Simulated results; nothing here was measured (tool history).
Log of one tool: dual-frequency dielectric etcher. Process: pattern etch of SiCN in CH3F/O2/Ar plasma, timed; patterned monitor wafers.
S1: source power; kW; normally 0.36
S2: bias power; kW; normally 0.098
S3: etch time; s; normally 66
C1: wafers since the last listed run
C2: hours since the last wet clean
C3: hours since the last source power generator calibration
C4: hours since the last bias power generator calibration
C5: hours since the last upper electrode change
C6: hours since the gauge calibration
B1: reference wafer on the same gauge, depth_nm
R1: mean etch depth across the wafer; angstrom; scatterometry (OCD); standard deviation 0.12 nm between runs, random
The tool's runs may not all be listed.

run	day	S1	S2	S3	C1	C2	C3	C4	C5	C6	B1	R1
1	0	0.36	0.098	66	0	482	2821.2	4556.3	4545.9	125	31.24	258.3
2	0.421	0.36	0.098	66	92	492.1	2831.3	4566.4	4556	135.1	31.21	260.2
3	1.088	0.32	0.098	66	146	508.1	2847.3	4582.4	4572	151.1	31.22	251.1
4	1.433	0.41	0.098	66	75	516.4	2855.6	4590.7	4580.3	159.4	31.2	266.5
5	1.754	0.41	0.098	66	70	524.1	2863.3	4598.4	4588	167.1	31.2	266.2
6	2.129	0.41	0.098	66	82	533.1	2872.3	4607.4	4597	176.1	31.19	268
7	2.475	0.36	0.098	66	75	541.4	2880.6	4615.7	4605.3	184.4	31.19	257.8
8	2.817	0.36	0.098	66	74	549.6	2888.8	4623.9	4613.5	192.6	31.21	257.5
9	3.354	0.36	0.098	66	117	562.5	2901.7	4636.8	4626.4	205.5	31.18	256
# day 3.475: gauge calibrated
10	3.817	0.3	0.098	66	101	573.6	2912.8	4647.9	4637.5	8.2	31.21	245
# day 4.383: source power generator calibrated
# day 5.254: wet clean of the chamber
# day 5.9: upper electrode replaced
11	5.921	0.3	0.077	75.5	92	16	36.9	4698.4	0.5	58.7	31.19	256.6
12	5.933	0.36	0.082	52.5	2	16.3	37.2	4698.7	0.8	59	31.18	193
13	5.95	0.29	0.082	66	3	16.7	37.6	4699.1	1.2	59.4	31.19	228.7
14	6.15	0.31	0.077	58	43	21.5	42.4	4703.9	6	64.2	31.21	198.4
# day 6.45: bias power generator calibrated
15	7.696	0.36	0.098	58	302	58.6	79.5	29.9	43.1	101.3	31.21	231.5
16	8.058	0.36	0.098	66	79	67.3	88.2	38.6	51.8	110	31.22	266.9
17	8.771	0.31	0.098	66	156	84.4	105.3	55.7	68.9	127.1	31.2	255.5
18	9.062	0.36	0.084	54	63	91.4	112.3	62.7	75.9	134.1	31.18	200.6
19	9.517	0.36	0.086	57	99	102.3	123.2	73.6	86.8	145	31.2	213.9
20	10.175	0.31	0.098	66	144	118.1	139	89.4	102.6	160.8	31.21	254
21	10.662	0.36	0.098	66	106	129.8	150.7	101.1	114.3	172.5	31.21	263.2

Pick out some run-to-run changes in R1. Of each, how much would a tool without hidden state show as well, from the settings, what came in and chance, and how much is left for the hidden state and any gauge scatter not in both results compared?
The tool's hidden condition here consists of: etch rate over this chamber's usual, %; source power that arrives over what is set, %; bias power that arrives over what is set, %; gauge reads high (%).
Run 10 -> 11: S2 0.098 -> 0.077, S3 66 -> 75.5, source power generator calibrated, wet clean of the chamber, upper electrode replaced. R1 +11.6 angstrom: hidden state +8.7, all else +2.9.
Run 11 -> 12: S1 0.3 -> 0.36, S2 0.077 -> 0.082, S3 75.5 -> 52.5. R1 -63.6 angstrom: hidden state +0.8, all else -64.4.
Run 14 -> 15: S1 0.31 -> 0.36, S2 0.077 -> 0.098, bias power generator calibrated. R1 +33.1 angstrom: hidden state -1.2, all else +34.3.
Run 17 -> 18: S1 0.31 -> 0.36, S2 0.098 -> 0.084, S3 66 -> 54. R1 -54.9 angstrom: hidden state +1, all else -55.9.

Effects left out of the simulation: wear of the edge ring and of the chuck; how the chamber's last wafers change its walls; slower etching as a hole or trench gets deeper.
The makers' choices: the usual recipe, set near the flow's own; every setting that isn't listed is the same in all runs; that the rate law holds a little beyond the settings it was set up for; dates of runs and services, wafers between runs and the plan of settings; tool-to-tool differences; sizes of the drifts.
